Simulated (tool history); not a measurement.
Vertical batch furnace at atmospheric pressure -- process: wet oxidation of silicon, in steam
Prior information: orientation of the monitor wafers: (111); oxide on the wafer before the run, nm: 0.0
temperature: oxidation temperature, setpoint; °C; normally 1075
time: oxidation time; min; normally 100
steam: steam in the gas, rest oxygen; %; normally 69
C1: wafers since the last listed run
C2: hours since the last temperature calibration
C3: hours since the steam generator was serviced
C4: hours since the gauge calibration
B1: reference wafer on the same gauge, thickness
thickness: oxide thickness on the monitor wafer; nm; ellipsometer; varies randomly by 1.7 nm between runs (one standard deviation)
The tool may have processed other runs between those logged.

{"run": 1, "hour": 0.0, "temperature": 1065, "time": 100, "steam": 69, "C1": 0, "C2": 4663.5, "C3": 2039.8, "C4": 400.3, "B1": 758.24, "thickness": 629.09}
{"run": 2, "hour": 23.1, "temperature": 1075, "time": 100, "steam": 69, "C1": 215, "C2": 4686.6, "C3": 2062.9, "C4": 423.4, "B1": 758.21, "thickness": 652.1}
{"run": 3, "hour": 108.1, "temperature": 1075, "time": 100, "steam": 69, "C1": 793, "C2": 4771.6, "C3": 2147.9, "C4": 508.4, "B1": 757.71, "thickness": 651.22}
{"run": 4, "hour": 130.6, "temperature": 1075, "time": 100, "steam": 69, "C1": 209, "C2": 4794.1, "C3": 2170.4, "C4": 530.9, "B1": 757.88, "thickness": 651.8}
{"run": 5, "hour": 161.3, "temperature": 1075, "time": 100, "steam": 69, "C1": 286, "C2": 4824.8, "C3": 2201.1, "C4": 561.6, "B1": 758, "thickness": 650.09}
{"run": 6, "hour": 194.1, "temperature": 1075, "time": 100, "steam": 69, "C1": 306, "C2": 4857.6, "C3": 2233.9, "C4": 594.4, "B1": 757.89, "thickness": 651.62}
{"run": 7, "hour": 264.2, "temperature": 1075, "time": 100, "steam": 69, "C1": 654, "C2": 4927.7, "C3": 2304, "C4": 664.5, "B1": 757.65, "thickness": 651.05}
{"run": 8, "hour": 280.0, "temperature": 1075, "time": 100, "steam": 75, "C1": 147, "C2": 4943.5, "C3": 2319.8, "C4": 680.3, "B1": 758.43, "thickness": 679.78}
{"run": 9, "hour": 304.2, "temperature": 1080, "time": 100, "steam": 69, "C1": 225, "C2": 4967.7, "C3": 2344, "C4": 704.5, "B1": 758.2, "thickness": 663.76}
{"run": 10, "hour": 324.5, "temperature": 1080, "time": 100, "steam": 69, "C1": 189, "C2": 4988, "C3": 2364.3, "C4": 724.8, "B1": 758.26, "thickness": 664.77}
{"hour": 347.5, "done": "gauge calibrated"}
{"run": 11, "hour": 359.0, "temperature": 1057, "time": 100, "steam": 69, "C1": 321, "C2": 5022.5, "C3": 2398.8, "C4": 11.5, "B1": 757.92, "thickness": 607.68}
{"run": 12, "hour": 380.8, "temperature": 1075, "time": 64.5, "steam": 69, "C1": 203, "C2": 5044.3, "C3": 2420.6, "C4": 33.3, "B1": 758.42, "thickness": 511.75}
{"run": 13, "hour": 414.6, "temperature": 1075, "time": 64.5, "steam": 69, "C1": 315, "C2": 5078.1, "C3": 2454.4, "C4": 67.1, "B1": 757.75, "thickness": 512.1}
{"run": 14, "hour": 441.8, "temperature": 1075, "time": 64.5, "steam": 69, "C1": 253, "C2": 5105.3, "C3": 2481.6, "C4": 94.3, "B1": 758.38, "thickness": 512.67}
{"run": 15, "hour": 453.8, "temperature": 1075, "time": 100, "steam": 69, "C1": 111, "C2": 5117.3, "C3": 2493.6, "C4": 106.3, "B1": 758.19, "thickness": 651.92}
{"run": 16, "hour": 487.1, "temperature": 1075, "time": 100, "steam": 69, "C1": 310, "C2": 5150.6, "C3": 2526.9, "C4": 139.6, "B1": 758.06, "thickness": 651.5}
{"hour": 544.4, "done": "steam generator serviced"}
{"run": 17, "hour": 544.9, "temperature": 1075, "time": 100, "steam": 69, "C1": 315, "C2": 5208.4, "C3": 0.5, "C4": 197.4, "B1": 758.2, "thickness": 681.86}
{"run": 18, "hour": 564.8, "temperature": 1075, "time": 64.5, "steam": 69, "C1": 185, "C2": 5228.3, "C3": 20.4, "C4": 217.3, "B1": 758.22, "thickness": 535.18}
{"run": 19, "hour": 589.2, "temperature": 1075, "time": 100, "steam": 69, "C1": 227, "C2": 5252.7, "C3": 44.8, "C4": 241.7, "B1": 758.2, "thickness": 677.21}
{"run": 20, "hour": 602.6, "temperature": 1064, "time": 118.5, "steam": 69, "C1": 125, "C2": 5266.1, "C3": 58.2, "C4": 255.1, "B1": 757.85, "thickness": 712.51}
{"hour": 631.0, "done": "thermocouples replaced and temperature profile calibrated"}
{"run": 21, "hour": 631.5, "temperature": 1055, "time": 65, "steam": 79, "C1": 45, "C2": 0.5, "C3": 87.1, "C4": 284, "B1": 757.49, "thickness": 531.01}
{"run": 22, "hour": 638.5, "temperature": 1050, "time": 100, "steam": 74, "C1": 65, "C2": 7.5, "C3": 94.1, "C4": 291, "B1": 758.06, "thickness": 640.13}
{"run": 23, "hour": 661.3, "temperature": 1075, "time": 140, "steam": 78, "C1": 212, "C2": 30.3, "C3": 116.9, "C4": 313.8, "B1": 758, "thickness": 861.32}
{"run": 24, "hour": 689.6, "temperature": 1065, "time": 117, "steam": 65, "C1": 264, "C2": 58.6, "C3": 145.2, "C4": 342.1, "B1": 758.25, "thickness": 685.02}

For run 25, what comes out?
{"run": 25, "hour": 716.7, "temperature": 1090, "time": 122.5, "steam": 60, "C1": 252, "C2": 85.7, "C3": 172.3, "C4": 369.2, "B1": "?", "thickness": "?"}

Run 25 came out at B1 757.31, thickness 731.92 nm.
With no hidden state in the tool, this same run would have given thickness 742.33 nm.
